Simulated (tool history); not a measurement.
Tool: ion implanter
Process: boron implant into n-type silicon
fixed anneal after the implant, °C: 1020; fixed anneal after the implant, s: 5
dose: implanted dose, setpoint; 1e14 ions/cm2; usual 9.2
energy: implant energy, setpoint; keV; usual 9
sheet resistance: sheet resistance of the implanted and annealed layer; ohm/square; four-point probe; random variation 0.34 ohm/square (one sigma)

run	hour	dose	energy	read-back reference wafer on the same gauge, sheet resistance	sheet resistance
1	0	9.2	9	145.01	166.28
2	39.6	9.2	9	145.04	166.24
# hour 62.8: Faraday cup replaced and dose calibrated
3	108.7	9.2	7	145.06	176.69
4	174.2	9.2	7	144.91	175.52
5	200.6	10.67	8	145.03	156.2
6	247.5	10.67	8	145.08	156.05
7	271.5	11.17	10	144.98	142.14
8	371.2	11.17	10	145.03	142.35
9	407.4	11.17	10	145.04	142.97
10	455.8	9.2	9.5	144.98	162.15
11	505.1	9.2	9.5	144.99	162.6
12	552.1	9.2	9	144.96	165.18
13	613.6	9.2	9	144.98	165.16
14	637.7	9.2	9	145.09	165.41
15	693	9.2	9	145.05	165.99
# hour 763.9: Faraday cup replaced and dose calibrated
16	764.4	9.2	9	144.99	169.17
# hour 789.2: gauge calibrated
# hour 817.7: extraction supply calibrated
17	818.2	9.2	9	145.02	169.26
18	975.4	6.63	9	145.05	212.72
# hour 991.1: Faraday cup replaced and dose calibrated, repeated, since the last time left the tool worse
19	1011	9.2	10.5	144.98	157.6
20	1065.9	7.81	9	145.03	182
21	1123.1	9.2	9	144.98	163.42
22	1182.6	9.2	9	145.03	164.31
23	1241.8	9.2	9	144.98	164.11
24	1300	6.79	6.5	144.95	214.35
25	1328.1	9.2	9	145.06	164.57
26	1391	11.73	8	144.99	150.89
27	1430.6	9.2	9	145.08	165.39
28	1463.6	10.85	7	144.98	164.46
29	1497.7	7.21	9	144.99	194.22
30	1569	11.75	10.5	145.02	138.06
31	1617	10.85	11.5	144.91	140.09
32	1641.4	11.46	11	145.05	137.5
# hour 1696.2: Faraday cup replaced and dose calibrated
33	1711.4	9.2	9	144.99	163.32
34	1782.5	9.2	9	145.03	163.75

Forecast each of these 4 alternatives for the next run:
A	1782.9	9.2	9	?	?
B	1782.9	8.34	11.5	?	?
C	1782.9	9.2	11.5	?	?
D	1782.9	9.2	6.5	?	?

run	read-back reference wafer on the same gauge, sheet resistance	sheet resistance
A	145.01	163.26
B	145.01	165.77
C	145.01	154.33
D	145.01	180.08
Without the tool's hidden state the same runs would have given:
run	sheet resistance
A	163.36
B	165.89
C	154.44
D	180.16
